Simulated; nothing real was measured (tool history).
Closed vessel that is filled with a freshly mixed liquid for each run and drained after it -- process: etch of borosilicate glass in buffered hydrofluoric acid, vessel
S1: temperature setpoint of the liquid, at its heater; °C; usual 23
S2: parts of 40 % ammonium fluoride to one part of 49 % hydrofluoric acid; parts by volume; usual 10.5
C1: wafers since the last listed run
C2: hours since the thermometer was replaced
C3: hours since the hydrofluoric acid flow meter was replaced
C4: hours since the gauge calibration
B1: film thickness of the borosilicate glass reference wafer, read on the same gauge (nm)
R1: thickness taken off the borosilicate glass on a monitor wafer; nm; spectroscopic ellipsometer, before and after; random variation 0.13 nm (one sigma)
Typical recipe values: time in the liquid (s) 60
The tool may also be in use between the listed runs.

Run 1, hour 0: usual settings but time in the liquid (s) 35; C1 0; C2 489.6; C3 1496.2; C4 83; B1 139.98. Result: R1 43.83 nm.
Run 2, hour 8: usual settings but time in the liquid (s) 35; C1 1137; C2 497.6; C3 1504.2; C4 91; B1 139.99. Result: R1 44.18 nm.
Run 3, hour 24.1: usual settings but S2 8.5 parts by volume; C1 2289; C2 513.7; C3 1520.3; C4 107.1; B1 140. Result: R1 94.28 nm.
Run 4, hour 31.8: usual settings but S2 8.5 parts by volume; C1 1095; C2 521.4; C3 1528; C4 114.8; B1 140. Result: R1 94.73 nm.
Run 5, hour 42.3: usual settings but S2 8.5 parts by volume; C1 1493; C2 531.9; C3 1538.5; C4 125.3; B1 140. Result: R1 94.79 nm.
At hour 54.5: gauge calibrated.
Run 6, hour 58.1: usual settings; C1 2247; C2 547.7; C3 1554.3; C4 3.6; B1 139.97. Result: R1 76.45 nm.
Run 7, hour 74.4: usual settings but S2 13 parts by volume, time in the liquid (s) 80; C1 2318; C2 564; C3 1570.6; C4 19.9; B1 140. Result: R1 84.85 nm.
At hour 82.4: thermometer replaced.
Run 8, hour 86.8: usual settings; C1 1621; C2 4.4; C3 1583; C4 32.3; B1 140.01. Result: R1 70.65 nm.
Run 9, hour 98.3: usual settings but S1 21.5 °C, S2 6.5 parts by volume, time in the liquid (s) 90; C1 1635; C2 15.9; C3 1594.5; C4 43.8; B1 140. Result: R1 158.14 nm.
Run 10, hour 106.3: usual settings but S2 9 parts by volume, time in the liquid (s) 70; C1 1137; C2 23.9; C3 1602.5; C4 51.8; B1 140. Result: R1 97.48 nm.
At hour 108.3: hydrofluoric acid flow meter replaced.
Run 11, hour 120.6: usual settings; C1 1891; C2 38.2; C3 12.3; C4 66.1; B1 139.98. Result: R1 65.86 nm.
Run 12, hour 128: usual settings but S1 25.5 °C, time in the liquid (s) 45; C1 1052; C2 45.6; C3 19.7; C4 73.5; B1 139.99. Result: R1 56.74 nm.
Run 13, hour 135.2: usual settings but S2 14.5 parts by volume; C1 1024; C2 52.8; C3 26.9; C4 80.7; B1 140.02. Result: R1 48.3 nm.
Run 14, hour 150.3: usual settings but S1 27 °C, time in the liquid (s) 95; C1 2147; C2 67.9; C3 42; C4 95.8; B1 139.99. Result: R1 130.62 nm.
Run 15, hour 161.7: usual settings but S1 21.5 °C; C1 1621; C2 79.3; C3 53.4; C4 107.2; B1 139.99. Result: R1 61.51 nm.

For each run, what was the tool's unlogged condition?
gauge reads high (%): 0 across all the runs
H1: liquid hotter than its thermometer reads (K)
H2: hydrofluoric acid flow above the setpoint (%)
run     H1    H2
  1    1.6  12.8
  2   1.62  12.9
  3   1.67    13
  4    1.7  13.1
  5   1.73  13.2
  6   1.78  13.3
  7   1.83  13.4
  8  0.357  13.5
  9  0.392  13.6
 10  0.417  13.7
 11  0.461  2.21
 12  0.484  2.27
 13  0.506  2.33
 14  0.553  2.45
 15  0.588  2.54
